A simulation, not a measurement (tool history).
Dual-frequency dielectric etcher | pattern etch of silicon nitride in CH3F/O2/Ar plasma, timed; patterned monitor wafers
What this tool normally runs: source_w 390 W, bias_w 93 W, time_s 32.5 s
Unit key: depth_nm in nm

| run | day | source_w | bias_w | time_s | read-back reference wafer on the same gauge, depth_nm | depth_nm |
|---|---|---|---|---|---|---|
| 1 | 0.000 | 390 | 93 | 32.5 | 27.31 | 24.48 |
| 2 | 0.592 | 390 | 93 | 32.5 | 27.30 | 24.45 |
| 3 | 1.317 | 390 | 93 | 32.5 | 27.29 | 24.40 |
| 4 | 1.742 | 360 | 93 | 32.5 | 27.28 | 23.66 |
| 5 | 2.171 | 390 | 84 | 27.5 | 27.26 | 19.42 |
| 6 | 2.612 | 390 | 84 | 27.5 | 27.28 | 19.37 |
| 7 | 3.258 | 320 | 93 | 32.5 | 27.31 | 22.79 |
| 8 | 3.646 | 390 | 93 | 32.5 | 27.30 | 24.28 |
| 9 | 4.129 | 390 | 93 | 32.5 | 27.29 | 24.18 |
| 10 | 4.421 | 390 | 93 | 32.5 | 27.29 | 24.11 |
| 11 | 5.025 | 390 | 93 | 29.5 | 27.31 | 21.88 |
| 12 | 5.517 | 390 | 93 | 29.5 | 27.30 | 22.06 |
|  | 6.088 | source power generator calibrated |
| 13 | 6.108 | 390 | 93 | 29.5 | 27.31 | 21.93 |
| 14 | 6.621 | 390 | 93 | 32.5 | 27.29 | 24.17 |
|  | 6.892 | gauge calibrated |
| 15 | 6.938 | 390 | 93 | 32.5 | 27.30 | 24.01 |
|  | 7.862 | bias power generator calibrated |
|  | 7.983 | upper electrode replaced |
| 16 | 8.004 | 390 | 93 | 29.5 | 27.31 | 21.91 |
| 17 | 8.017 | 390 | 82 | 32.5 | 27.32 | 22.50 |
|  | 10.442 | wet clean of the chamber |
| 18 | 10.462 | 300 | 73 | 23.5 | 27.31 | 14.31 |
| 19 | 10.475 | 320 | 85 | 32.5 | 27.31 | 22.15 |
| 20 | 10.492 | 390 | 93 | 32.5 | 27.27 | 25.05 |
| 21 | 10.708 | 440 | 110 | 24.0 | 27.32 | 20.95 |
| 22 | 11.308 | 390 | 93 | 32.5 | 27.31 | 24.82 |
| 23 | 11.904 | 390 | 93 | 32.5 | 27.30 | 24.89 |
| 24 | 12.358 | 360 | 93 | 32.5 | 27.31 | 24.13 |
| 25 | 12.996 | 390 | 71 | 35.5 | 27.30 | 23.29 |
| 26 | 13.367 | 440 | 83 | 32.5 | 27.32 | 24.24 |
| 27 | 14.088 | 450 | 80 | 29.0 | 27.27 | 21.41 |
| 28 | 14.367 | 300 | 108 | 32.5 | 27.28 | 24.70 |
| 29 | 14.800 | 310 | 81 | 22.5 | 27.28 | 14.68 |
| 30 | 15.358 | 340 | 116 | 27.5 | 27.31 | 22.52 |

Forecast each of these 4 alternatives for the next run:
| A | 15.375 | 390 | 102 | 32.5 | ? | ? |
| B | 15.375 | 390 | 76 | 32.5 | ? | ? |
| C | 15.375 | 340 | 85 | 32.5 | ? | ? |
| D | 15.375 | 360 | 78 | 23.5 | ? | ? |

| run | read-back reference wafer on the same gauge, depth_nm | depth_nm |
|---|---|---|
| A | 27.30 | 26.00 |
| B | 27.30 | 22.06 |
| C | 27.30 | 22.42 |
| D | 27.30 | 15.74 |
Without the tool's unlogged condition, the same runs would have read:
| run | depth_nm |
|---|---|
| A | 26.34 |
| B | 22.35 |
| C | 22.71 |
| D | 15.95 |

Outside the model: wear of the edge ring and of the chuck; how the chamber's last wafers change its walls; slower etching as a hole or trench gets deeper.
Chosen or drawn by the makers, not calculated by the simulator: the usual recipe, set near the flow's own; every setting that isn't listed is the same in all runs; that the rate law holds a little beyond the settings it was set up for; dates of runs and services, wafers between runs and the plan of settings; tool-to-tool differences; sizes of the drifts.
